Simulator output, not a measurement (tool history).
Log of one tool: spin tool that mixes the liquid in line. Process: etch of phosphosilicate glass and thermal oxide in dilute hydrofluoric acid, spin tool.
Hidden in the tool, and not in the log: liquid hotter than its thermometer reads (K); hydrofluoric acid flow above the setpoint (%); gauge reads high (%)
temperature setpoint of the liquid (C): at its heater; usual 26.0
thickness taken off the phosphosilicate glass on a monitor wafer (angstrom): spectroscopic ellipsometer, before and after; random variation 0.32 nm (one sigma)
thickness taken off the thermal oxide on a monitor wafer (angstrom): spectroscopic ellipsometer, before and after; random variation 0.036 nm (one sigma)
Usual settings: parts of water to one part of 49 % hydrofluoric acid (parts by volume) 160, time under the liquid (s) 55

run   hour  temperature setpoint of the liquid (C)  parts of water to one part of 49 % hydrofluoric acid (parts by volume)  time under the liquid (s)  wafers since the last listed run  hours since the thermometer was replaced  hours since the hydrofluoric acid flow meter was replaced  hours since the gauge calibration  read-back film thickness of the phosphosilicate glass reference wafer, read on the same gauge (nm)  read-back film thickness of the thermal oxide reference wafer, read on the same gauge (nm)  thickness taken off the phosphosilicate glass on a monitor wafer (angstrom)  thickness taken off the thermal oxide on a monitor wafer (angstrom)
  1    0.0                                    26.0                                                                     160                         40                                 0                                    1109.6                                                      916.0                              895.7                                                                                              130.00                                                                                      80.006                                                                        366.3                                                                13.14
  2   12.6                                    26.0                                                                     160                         55                               185                                    1122.2                                                      928.6                              908.3                                                                                              129.99                                                                                      79.971                                                                        504.6                                                                18.51
  3   24.9                                    26.0                                                                     160                         55                               180                                    1134.5                                                      940.9                              920.6                                                                                              130.02                                                                                      79.992                                                                        506.6                                                                18.32
  4   40.7                                    26.0                                                                     160                         55                               231                                    1150.3                                                      956.7                              936.4                                                                                              129.99                                                                                      79.984                                                                        506.7                                                                18.59
  5   58.0                                    26.0                                                                     160                         55                               254                                    1167.6                                                      974.0                              953.7                                                                                              130.01                                                                                      79.983                                                                        507.4                                                                18.26
  6  152.6                                    26.0                                                                     160                         45                              1389                                    1262.2                                                     1068.6                             1048.3                                                                                              130.00                                                                                      79.982                                                                        416.4                                                                14.72
  7  175.6                                    26.0                                                                     160                         45                               337                                    1285.2                                                     1091.6                             1071.3                                                                                              130.01                                                                                      79.963                                                                        418.6                                                                15.35
  8  187.7                                    26.0                                                                     160                         55                               177                                    1297.3                                                     1103.7                             1083.4                                                                                              130.02                                                                                      80.030                                                                        509.1                                                                17.50
  9  211.4                                    26.0                                                                     160                         55                               347                                    1321.0                                                     1127.4                             1107.1                                                                                              130.00                                                                                      80.006                                                                        509.4                                                                18.14
     224.2  -- hydrofluoric acid flow meter replaced
 10  231.7                                    26.0                                                                     160                         55                               283                                    1341.3                                                        7.5                             1127.4                                                                                              130.01                                                                                      79.972                                                                        486.8                                                                17.37
 11  247.7                                    28.5                                                                     160                         75                               234                                    1357.3                                                       23.5                             1143.4                                                                                              130.00                                                                                      80.001                                                                        723.0                                                                25.03
 12  266.5                                    26.0                                                                     235                         35                               276                                    1376.1                                                       42.3                             1162.2                                                                                              129.99                                                                                      79.983                                                                        192.8                                                                 6.80
     280.2  -- gauge calibrated
 13  281.3                                    26.0                                                                     160                         55                               217                                    1390.9                                                       57.1                                1.1                                                                                              130.01                                                                                      80.002                                                                        486.7                                                                16.97
 14  361.1                                    26.0                                                                     160                         25                              1171                                    1470.7                                                      136.9                               80.9                                                                                              130.01                                                                                      80.018                                                                        222.9                                                                 8.00
 15  394.6                                    22.0                                                                     225                         55                               491                                    1504.2                                                      170.4                              114.4                                                                                              130.01                                                                                      79.976                                                                        278.9                                                                 9.83
     411.1  -- thermometer replaced
 16  412.6                                    29.0                                                                     115                         55                               249                                       1.5                                                      188.4                              132.4                                                                                              129.99                                                                                      80.010                                                                        805.9                                                                28.62
 17  443.8                                    22.5                                                                     135                         25                               458                                      32.7                                                      219.6                              163.6                                                                                              130.01                                                                                      79.999                                                                        240.6                                                                 8.60
 18  459.3                                    26.0                                                                      95                         25                               227                                      48.2                                                      235.1                              179.1                                                                                              130.02                                                                                      80.022                                                                        413.1                                                                14.12
 19  472.3                                    30.0                                                                     115                         55                               190                                      61.2                                                      248.1                              192.1                                                                                              130.00                                                                                      80.000                                                                        828.7                                                                29.97
 20  504.0                                    28.5                                                                     160                         75                               465                                      92.9                                                      279.8                              223.8                                                                                              129.96                                                                                      79.961                                                                        745.0                                                                26.20
 21  566.6                                    28.0                                                                     225                         55                               919                                     155.5                                                      342.4                              286.4                                                                                              130.01                                                                                      79.977                                                                        347.0                                                                12.82
 22  602.1                                    26.0                                                                     160                         85                               521                                     191.0                                                      377.9                              321.9                                                                                              129.97                                                                                      79.977                                                                        766.3                                                                27.61
 23  625.6                                    26.0                                                                     135                         65                               345                                     214.5                                                      401.4                              345.4                                                                                              129.97                                                                                      80.014                                                                        709.3                                                                26.14
 24  643.3                                    26.0                                                                     160                         55                               259                                     232.2                                                      419.1                              363.1                                                                                              129.99                                                                                      80.000                                                                        499.0                                                                17.75
 25  668.4                                    26.0                                                                     160                         55                               368                                     257.3                                                      444.2                              388.2                                                                                              130.00                                                                                      80.003                                                                        500.6                                                                16.87
 26  700.1                                    26.0                                                                     160                         55                               465                                     289.0                                                      475.9                              419.9                                                                                              129.98                                                                                      79.982                                                                        492.7                                                                17.62

4 ways to go on from here, each from the tool as it stands after run 26. What would each give?
  A  700.5                                    26.0                                                                     160                         65                                 5                                     289.4                                                      476.3                              420.3                                                                                                   ?                                                                                           ?                                                                            ?                                                                    ?
  B  700.5                                    26.0                                                                     160                         30                                 5                                     289.4                                                      476.3                              420.3                                                                                                   ?                                                                                           ?                                                                            ?                                                                    ?
  C  700.5                                    26.0                                                                      80                         55                                 5                                     289.4                                                      476.3                              420.3                                                                                                   ?                                                                                           ?                                                                            ?                                                                    ?
  D  700.5                                    26.0                                                                     115                         20                                 5                                     289.4                                                      476.3                              420.3                                                                                                   ?                                                                                           ?                                                                            ?                                                                    ?

run  read-back film thickness of the phosphosilicate glass reference wafer, read on the same gauge (nm)  read-back film thickness of the thermal oxide reference wafer, read on the same gauge (nm)  thickness taken off the phosphosilicate glass on a monitor wafer (angstrom)  thickness taken off the thermal oxide on a monitor wafer (angstrom)
  A                                                                                              130.01                                                                                      80.008                                                                        590.0                                                                21.25
  B                                                                                              130.01                                                                                      80.008                                                                        272.3                                                                 9.81
  C                                                                                              130.01                                                                                      80.008                                                                       1101.7                                                                39.67
  D                                                                                              130.01                                                                                      80.008                                                                        266.6                                                                 9.60
Without the tool's hidden state the same runs would have given:
run  thickness taken off the phosphosilicate glass on a monitor wafer (angstrom)  thickness taken off the thermal oxide on a monitor wafer (angstrom)
  A                                                                        576.0                                                                20.74
  B                                                                        265.8                                                                 9.57
  C                                                                       1077.3                                                                38.79
  D                                                                        260.5                                                                 9.38

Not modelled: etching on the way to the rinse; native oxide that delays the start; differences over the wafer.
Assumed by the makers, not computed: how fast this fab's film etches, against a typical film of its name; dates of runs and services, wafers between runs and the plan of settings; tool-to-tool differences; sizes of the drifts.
